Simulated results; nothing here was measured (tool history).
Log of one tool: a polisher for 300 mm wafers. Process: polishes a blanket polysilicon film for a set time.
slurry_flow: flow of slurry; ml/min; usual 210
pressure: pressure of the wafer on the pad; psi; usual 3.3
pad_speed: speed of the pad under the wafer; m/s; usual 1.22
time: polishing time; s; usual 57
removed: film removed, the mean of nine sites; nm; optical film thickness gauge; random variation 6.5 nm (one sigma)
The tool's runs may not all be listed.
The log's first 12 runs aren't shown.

| run | hour | slurry_flow | pressure | pad_speed | time | incoming thickness of the incoming film, nm | removed |
|---|---|---|---|---|---|---|---|
| 13 | 370.5 | 210 | 3.3 | 1.22 | 48 | 2256.9 | 477.6 |
| 14 | 403.6 | 210 | 3.3 | 1.22 | 48 | 2297.5 | 476.3 |
| 15 | 424.7 | 155 | 3.3 | 1.22 | 57 | 2297.1 | 517.9 |
| 16 | 437.4 | 155 | 3.3 | 1.22 | 57 | 2267.7 | 514.7 |
| 17 | 454.3 | 210 | 3.3 | 1.22 | 65 | 2243.1 | 641.5 |
| 18 | 475.2 | 210 | 3.3 | 1.22 | 57 | 2307.7 | 553.1 |
| 19 | 509.6 | 210 | 3.3 | 1.22 | 57 | 2293.5 | 564.7 |
| 20 | 535.0 | 275 | 3.3 | 1.00 | 57 | 2257.6 | 518.8 |
|  | 582.5 | worn pad replaced by a new one |
|  | 614.2 | head pressure recalibrated |
| 21 | 632.4 | 180 | 3.3 | 1.42 | 57 | 2278.1 | 588.2 |
|  | 647.9 | slurry nozzle cleaned |
| 22 | 665.5 | 245 | 3.3 | 1.10 | 45 | 2259.0 | 465.4 |
| 23 | 701.1 | 140 | 2.3 | 1.36 | 62 | 2310.2 | 485.3 |
| 24 | 766.5 | 180 | 3.3 | 1.22 | 57 | 2269.8 | 572.1 |
| 25 | 792.6 | 245 | 2.5 | 1.56 | 57 | 2312.0 | 578.6 |
| 26 | 814.2 | 250 | 3.3 | 1.22 | 57 | 2289.0 | 610.0 |
|  | 828.8 | worn pad replaced by a new one |
| 27 | 844.7 | 210 | 3.3 | 1.22 | 57 | 2263.2 | 593.7 |
| 28 | 874.0 | 210 | 2.7 | 0.80 | 57 | 2273.0 | 370.8 |
| 29 | 907.4 | 210 | 3.3 | 1.42 | 38 | 2256.7 | 432.8 |
| 30 | 928.2 | 210 | 3.3 | 1.22 | 57 | 2297.0 | 574.4 |
| 31 | 950.9 | 210 | 3.3 | 1.22 | 57 | 2274.4 | 568.1 |
| 32 | 983.1 | 210 | 3.3 | 1.22 | 66 | 2242.4 | 656.9 |
| 33 | 1009.9 | 255 | 2.2 | 1.38 | 50 | 2296.0 | 397.8 |
| 34 | 1028.8 | 210 | 3.3 | 1.22 | 57 | 2288.8 | 570.6 |
|  | 1054.8 | worn pad replaced by a new one |
| 35 | 1055.3 | 160 | 3.3 | 1.22 | 72 | 2263.3 | 667.0 |
| 36 | 1073.1 | 210 | 3.3 | 0.98 | 57 | 2249.2 | 494.4 |
| 37 | 1107.9 | 165 | 3.3 | 0.88 | 57 | 2301.7 | 428.2 |

3 ways to go on from here, each from the tool as it stands after run 37. What would each give?
| A | 1108.3 | 210 | 3.3 | 1.22 | 57 | 2237.9 | ? |
| B | 1108.3 | 150 | 3.3 | 1.22 | 57 | 2237.9 | ? |
| C | 1108.3 | 210 | 3.3 | 1.22 | 40 | 2237.9 | ? |

| run | removed |
|---|---|
| A | 574.3 |
| B | 525.3 |
| C | 403.0 |
Without the tool's hidden state the same runs would have given:
| run | removed |
|---|---|
| A | 630.8 |
| B | 598.0 |
| C | 442.7 |
